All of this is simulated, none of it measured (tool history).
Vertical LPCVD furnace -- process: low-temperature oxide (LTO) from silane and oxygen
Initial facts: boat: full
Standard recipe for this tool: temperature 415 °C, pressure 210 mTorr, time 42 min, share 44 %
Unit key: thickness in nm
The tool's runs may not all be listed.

| run | hour | temperature | pressure | time | share | read-back reference wafer on the same gauge, thickness | thickness |
|---|---|---|---|---|---|---|---|
| 1 | 0 | 415 | 210 | 42 | 44 | 410.65 | 514.97 |
| 2 | 107.4 | 415 | 210 | 42 | 44 | 411.54 | 517.92 |
| 3 | 165.2 | 415 | 210 | 42 | 44 | 411.35 | 517.8 |
| 4 | 202.8 | 415 | 210 | 42 | 44 | 410.65 | 517.34 |
| 5 | 271 | 415 | 210 | 42 | 44 | 411.18 | 517.14 |
| 6 | 325.4 | 415 | 210 | 42 | 38 | 411.23 | 441.45 |
| 7 | 413.1 | 415 | 210 | 42 | 38 | 411.16 | 442.93 |
| 8 | 489.5 | 415 | 225 | 42 | 44 | 411.2 | 557.56 |
| 9 | 591.8 | 406 | 210 | 42 | 44 | 411.4 | 473.75 |
| 10 | 657.4 | 406 | 210 | 42 | 44 | 411.2 | 476.64 |
| 11 | 759.6 | 415 | 210 | 50.5 | 48 | 411.01 | 682.65 |
|  | 854.7 | pressure gauge zeroed |
| 12 | 855.2 | 424 | 210 | 51 | 44 | 410.75 | 698.07 |
|  | 918.2 | thermocouples replaced and temperature profile calibrated |
| 13 | 918.7 | 406 | 210 | 25 | 47 | 410.47 | 297.61 |
| 14 | 955.8 | 415 | 180 | 55.5 | 44 | 411.19 | 583.26 |
|  | 1041.6 | silane flow controller replaced |
| 15 | 1043 | 421 | 210 | 42 | 50 | 410.94 | 605.52 |
| 16 | 1088.2 | 415 | 210 | 42 | 44 | 411.23 | 512 |
| 17 | 1127.3 | 415 | 170 | 37 | 44 | 411.34 | 366.01 |
| 18 | 1180.1 | 424 | 210 | 42 | 36 | 411.14 | 448.38 |
| 19 | 1242.9 | 422 | 160 | 26.5 | 36 | 410.98 | 211.4 |
| 20 | 1314.4 | 415 | 165 | 56 | 44 | 410.78 | 539.15 |
|  | 1314.7 | gauge calibrated |
| 21 | 1392.4 | 415 | 210 | 42 | 44 | 411.33 | 514.01 |
| 22 | 1444 | 415 | 190 | 52.5 | 44 | 411 | 581.97 |
| 23 | 1505.4 | 415 | 210 | 42 | 47 | 410.79 | 548.48 |
| 24 | 1573.2 | 415 | 250 | 42 | 44 | 411.23 | 610.89 |
| 25 | 1616 | 422 | 260 | 42 | 44 | 410.42 | 680.94 |
| 26 | 1677.2 | 415 | 210 | 42 | 40 | 410.95 | 462.91 |
| 27 | 1741.2 | 415 | 210 | 50 | 44 | 411.26 | 611.61 |
| 28 | 1822.9 | 407 | 210 | 42 | 44 | 411.13 | 475.55 |
| 29 | 1863.7 | 426 | 230 | 48.5 | 50 | 410.91 | 808.69 |
| 30 | 1931.8 | 415 | 210 | 42 | 44 | 411.32 | 514.37 |
| 31 | 1980.3 | 415 | 210 | 42 | 44 | 411.16 | 519.3 |

Forecast each of these 4 alternatives for the next run:
| A | 1984.7 | 415 | 210 | 26.5 | 44 | ? | ? |
| B | 1984.7 | 415 | 210 | 34 | 47 | ? | ? |
| C | 1984.7 | 415 | 210 | 37 | 44 | ? | ? |
| D | 1984.7 | 415 | 210 | 42 | 41 | ? | ? |

| run | read-back reference wafer on the same gauge, thickness | thickness |
|---|---|---|
| A | 411.31 | 326.61 |
| B | 411.31 | 445.98 |
| C | 411.31 | 456.01 |
| D | 411.31 | 480.53 |
Stripped of hidden state, with their random variation kept, the same runs would have yielded:
| run | thickness |
|---|---|
| A | 323.4 |
| B | 441.72 |
| C | 451.55 |
| D | 475.7 |

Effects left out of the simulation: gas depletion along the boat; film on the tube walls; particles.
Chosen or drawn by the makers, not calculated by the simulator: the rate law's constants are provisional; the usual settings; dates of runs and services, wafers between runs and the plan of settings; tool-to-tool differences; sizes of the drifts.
